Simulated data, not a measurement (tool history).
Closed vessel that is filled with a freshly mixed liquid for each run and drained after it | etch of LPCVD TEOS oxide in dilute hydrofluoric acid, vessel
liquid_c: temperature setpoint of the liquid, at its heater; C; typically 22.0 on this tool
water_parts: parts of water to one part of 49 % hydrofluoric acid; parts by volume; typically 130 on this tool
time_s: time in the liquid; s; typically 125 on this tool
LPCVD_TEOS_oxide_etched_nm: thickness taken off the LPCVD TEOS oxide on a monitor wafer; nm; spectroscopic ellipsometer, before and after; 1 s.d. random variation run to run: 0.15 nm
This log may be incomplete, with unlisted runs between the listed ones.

run	hour	liquid_c	water_parts	time_s	read-back film thickness of the LPCVD TEOS oxide reference wafer, read on the same gauge (nm)	LPCVD_TEOS_oxide_etched_nm
1	0.0	22.0	130	125	99.96	22.32
2	57.4	22.0	130	125	100.01	22.25
3	90.1	22.0	130	125	100.06	22.09
4	127.7	22.0	130	125	99.97	22.14
5	163.6	22.0	130	125	100.00	21.92
6	200.1	22.0	130	125	99.95	22.15
7	265.0	22.0	155	125	99.96	17.70
8	332.6	22.0	155	125	99.99	17.81
9	375.1	22.0	130	125	100.01	21.67
10	405.7	22.0	130	125	100.02	21.31
11	471.8	22.0	130	125	100.00	21.68
12	506.9	22.0	130	125	99.98	21.67
13	563.4	22.0	130	125	100.02	21.61
14	664.1	22.0	130	125	99.97	21.34
15	732.5	22.0	130	65	99.99	10.94
16	797.2	22.0	130	70	99.95	11.91
17	853.2	22.0	115	125	100.03	24.06
18	894.1	19.5	70	125	100.00	38.10
19	933.6	22.0	130	125	100.00	19.18
20	977.7	22.0	130	170	100.00	26.14
21	1036.6	22.0	80	125	100.02	33.31
22	1061.5	25.0	85	125	100.00	34.86
23	1098.2	24.5	145	125	100.06	18.52
24	1285.1	22.0	85	145	99.96	42.11
25	1334.8	25.0	85	125	100.01	41.35
26	1359.0	22.0	130	125	99.97	22.72
27	1536.0	22.0	130	145	100.04	26.15
28	1595.6	18.0	130	125	99.99	18.93

Missing from the log above: 4 entries noted between runs. For each, name the pair of listed runs it sits between and say how the tool's hidden condition differs from the listed run just before to the listed run just after:
Logged between run 18 and run 19: hydrofluoric acid flow meter replaced (hour 908.5)
  hydrofluoric acid flow below the setpoint (%): 7.91 -> 14.3
  the result without the hidden state subtracted from the measured one, LPCVD_TEOS_oxide_etched_nm: -3.57 -> -3.74 nm
Logged between run 19 and run 20: thermometer replaced (hour 953.7)
  hydrofluoric acid flow below the setpoint (%): 14.3 -> 14.6
  the result without the hidden state subtracted from the measured one, LPCVD_TEOS_oxide_etched_nm: -3.74 -> -5.22 nm
Logged between run 23 and run 24: hydrofluoric acid flow meter replaced, repeated, since the last time left the tool worse (hour 1168.4); gauge calibrated (hour 1217.1)
  hydrofluoric acid flow below the setpoint (%): 15.2 -> 1.48
  the result without the hidden state subtracted from the measured one, LPCVD_TEOS_oxide_etched_nm: -4.00 -> -0.70 nm

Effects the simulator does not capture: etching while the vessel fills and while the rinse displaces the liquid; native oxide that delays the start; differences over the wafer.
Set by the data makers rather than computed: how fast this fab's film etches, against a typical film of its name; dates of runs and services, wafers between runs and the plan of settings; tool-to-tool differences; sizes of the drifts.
